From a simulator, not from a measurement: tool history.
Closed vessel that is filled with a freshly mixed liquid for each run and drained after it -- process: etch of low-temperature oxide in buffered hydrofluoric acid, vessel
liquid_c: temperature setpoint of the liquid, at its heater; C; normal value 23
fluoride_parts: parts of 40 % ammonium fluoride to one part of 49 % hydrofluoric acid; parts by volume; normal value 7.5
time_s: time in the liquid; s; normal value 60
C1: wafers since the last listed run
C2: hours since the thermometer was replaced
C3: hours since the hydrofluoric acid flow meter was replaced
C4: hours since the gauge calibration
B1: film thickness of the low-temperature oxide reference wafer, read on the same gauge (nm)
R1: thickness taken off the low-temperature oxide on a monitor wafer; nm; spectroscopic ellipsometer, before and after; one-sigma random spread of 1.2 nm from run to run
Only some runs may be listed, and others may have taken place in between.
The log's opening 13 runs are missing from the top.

run 14 hour=181.3 | liquid_c=19.5 fluoride_parts=5 time_s=45 | C1=1064 C2=18 C3=2428.6 C4=61.4 | B1=109.95 | R1=130.4
run 15 hour=187.3 | liquid_c=23 fluoride_parts=7.5 time_s=60 | C1=550 C2=24 C3=2434.6 C4=67.4 | B1=110.06 | R1=143.28
run 16 hour=200.1 | liquid_c=20.5 fluoride_parts=6.5 time_s=60 | C1=1174 C2=36.8 C3=2447.4 C4=80.2 | B1=110.03 | R1=144.47
run 17 hour=213.7 | liquid_c=23 fluoride_parts=7.5 time_s=45 | C1=1248 C2=50.4 C3=2461 C4=93.8 | B1=109.99 | R1=107.21
run 18 hour=224.3 | liquid_c=23 fluoride_parts=7.5 time_s=60 | C1=972 C2=61 C3=2471.6 C4=104.4 | B1=110 | R1=140.19
run 19 hour=240.5 | liquid_c=23 fluoride_parts=7.5 time_s=60 | C1=1486 C2=77.2 C3=2487.8 C4=120.6 | B1=110 | R1=139.37
run 20 hour=258.2 | liquid_c=23 fluoride_parts=5 time_s=95 | C1=1624 C2=94.9 C3=2505.5 C4=138.3 | B1=110.02 | R1=326.84
-- hour=268.5 hydrofluoric acid flow meter replaced
run 21 hour=271.4 | liquid_c=23 fluoride_parts=7.5 time_s=60 | C1=1119 C2=108.1 C3=2.9 C4=151.5 | B1=110.02 | R1=163.78
run 22 hour=278.4 | liquid_c=19.5 fluoride_parts=5.5 time_s=95 | C1=642 C2=115.1 C3=9.9 C4=158.5 | B1=110 | R1=281.26
run 23 hour=294.8 | liquid_c=23 fluoride_parts=7.5 time_s=60 | C1=1505 C2=131.5 C3=26.3 C4=174.9 | B1=109.99 | R1=163.13
run 24 hour=310.8 | liquid_c=18.5 fluoride_parts=10 time_s=40 | C1=1468 C2=147.5 C3=42.3 C4=190.9 | B1=110 | R1=65.82
run 25 hour=321.8 | liquid_c=23 fluoride_parts=7.5 time_s=40 | C1=1009 C2=158.5 C3=53.3 C4=201.9 | B1=110.01 | R1=107.88
run 26 hour=333.7 | liquid_c=18 fluoride_parts=7.5 time_s=95 | C1=1092 C2=170.4 C3=65.2 C4=213.8 | B1=110.06 | R1=194.33
run 27 hour=363.1 | liquid_c=27 fluoride_parts=5.5 time_s=30 | C1=2698 C2=199.8 C3=94.6 C4=243.2 | B1=109.99 | R1=133.22
run 28 hour=373.8 | liquid_c=21.5 fluoride_parts=7.5 time_s=60 | C1=981 C2=210.5 C3=105.3 C4=253.9 | B1=110.02 | R1=150.58
run 29 hour=389.1 | liquid_c=23 fluoride_parts=9 time_s=70 | C1=1404 C2=225.8 C3=120.6 C4=269.2 | B1=110.03 | R1=155.01
run 30 hour=400.7 | liquid_c=25.5 fluoride_parts=8.5 time_s=30 | C1=1064 C2=237.4 C3=132.2 C4=280.8 | B1=109.97 | R1=81.33
run 31 hour=416.9 | liquid_c=23 fluoride_parts=6.5 time_s=40 | C1=1486 C2=253.6 C3=148.4 C4=297 | B1=109.99 | R1=125.01
run 32 hour=428 | liquid_c=27.5 fluoride_parts=10 time_s=75 | C1=1018 C2=264.7 C3=159.5 C4=308.1 | B1=110 | R1=199.68
run 33 hour=445.3 | liquid_c=23 fluoride_parts=5 time_s=50 | C1=1587 C2=282 C3=176.8 C4=325.4 | B1=110.02 | R1=193.08

Alternative continuations, all from the tool just after run 33; predict every row:
run A hour=446 | liquid_c=23 fluoride_parts=7.5 time_s=95 | C1=64 C2=282.7 C3=177.5 C4=326.1 | B1=? | R1=?
run B hour=446 | liquid_c=25.5 fluoride_parts=10.5 time_s=60 | C1=64 C2=282.7 C3=177.5 C4=326.1 | B1=? | R1=?
run C hour=446 | liquid_c=23 fluoride_parts=7.5 time_s=70 | C1=64 C2=282.7 C3=177.5 C4=326.1 | B1=? | R1=?

run=A B1=110 R1=255.83
run=B B1=110 R1=135.84
run=C B1=110 R1=188.5
What these runs would have given with no unlogged condition in the tool:
run=A R1=260.47
run=B R1=138.07
run=C R1=191.93
